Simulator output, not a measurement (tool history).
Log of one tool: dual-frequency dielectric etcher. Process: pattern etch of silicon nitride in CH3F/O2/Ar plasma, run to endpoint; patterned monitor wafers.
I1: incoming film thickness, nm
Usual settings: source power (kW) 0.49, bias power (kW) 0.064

run 1 hour=0 | source_power_(kW)=0.49 bias_power_(kW)=0.064 | I1=40.62 | endpoint_time_(s)=56.9
run 2 hour=33.4 | source_power_(kW)=0.49 bias_power_(kW)=0.064 | I1=40.9 | endpoint_time_(s)=57.1
run 3 hour=59.6 | source_power_(kW)=0.49 bias_power_(kW)=0.064 | I1=41.04 | endpoint_time_(s)=57.4
run 4 hour=86.6 | source_power_(kW)=0.41 bias_power_(kW)=0.064 | I1=40.6 | endpoint_time_(s)=61.8
run 5 hour=109.7 | source_power_(kW)=0.41 bias_power_(kW)=0.064 | I1=40.61 | endpoint_time_(s)=61.5
run 6 hour=142.9 | source_power_(kW)=0.53 bias_power_(kW)=0.064 | I1=40.76 | endpoint_time_(s)=54.2
-- hour=176.6 wet clean of the chamber
run 7 hour=177.1 | source_power_(kW)=0.49 bias_power_(kW)=0.064 | I1=40.87 | endpoint_time_(s)=58.3
run 8 hour=196.7 | source_power_(kW)=0.49 bias_power_(kW)=0.064 | I1=41.2 | endpoint_time_(s)=58.5
-- hour=213 bias power generator calibrated
-- hour=237.2 upper electrode replaced
run 9 hour=237.7 | source_power_(kW)=0.55 bias_power_(kW)=0.071 | I1=40.72 | endpoint_time_(s)=53
run 10 hour=258.4 | source_power_(kW)=0.39 bias_power_(kW)=0.049 | I1=40.67 | endpoint_time_(s)=69.9
run 11 hour=281.6 | source_power_(kW)=0.38 bias_power_(kW)=0.068 | I1=40.89 | endpoint_time_(s)=65
-- hour=352.8 source power generator calibrated
run 12 hour=361.6 | source_power_(kW)=0.6 bias_power_(kW)=0.064 | I1=40.89 | endpoint_time_(s)=52.1
run 13 hour=376 | source_power_(kW)=0.45 bias_power_(kW)=0.055 | I1=40.86 | endpoint_time_(s)=62.7
run 14 hour=397 | source_power_(kW)=0.54 bias_power_(kW)=0.068 | I1=40.86 | endpoint_time_(s)=53.6
run 15 hour=417.9 | source_power_(kW)=0.49 bias_power_(kW)=0.078 | I1=40.89 | endpoint_time_(s)=53.6
run 16 hour=436.4 | source_power_(kW)=0.49 bias_power_(kW)=0.064 | I1=40.6 | endpoint_time_(s)=57
run 17 hour=465.4 | source_power_(kW)=0.61 bias_power_(kW)=0.077 | I1=40.86 | endpoint_time_(s)=48.2

Forecast each of these 4 alternatives for the next run:
run A hour=465.8 | source_power_(kW)=0.55 bias_power_(kW)=0.064 | I1=40.35 | endpoint_time_(s)=?
run B hour=465.8 | source_power_(kW)=0.49 bias_power_(kW)=0.056 | I1=40.35 | endpoint_time_(s)=?
run C hour=465.8 | source_power_(kW)=0.39 bias_power_(kW)=0.064 | I1=40.35 | endpoint_time_(s)=?
run D hour=465.8 | source_power_(kW)=0.56 bias_power_(kW)=0.053 | I1=40.35 | endpoint_time_(s)=?

run=A endpoint_time_(s)=53.2
run=B endpoint_time_(s)=58.5
run=C endpoint_time_(s)=63.4
run=D endpoint_time_(s)=55.6
Without the tool's hidden state the same runs would have given:
run=A endpoint_time_(s)=54.3
run=B endpoint_time_(s)=59.7
run=C endpoint_time_(s)=64.8
run=D endpoint_time_(s)=56.7

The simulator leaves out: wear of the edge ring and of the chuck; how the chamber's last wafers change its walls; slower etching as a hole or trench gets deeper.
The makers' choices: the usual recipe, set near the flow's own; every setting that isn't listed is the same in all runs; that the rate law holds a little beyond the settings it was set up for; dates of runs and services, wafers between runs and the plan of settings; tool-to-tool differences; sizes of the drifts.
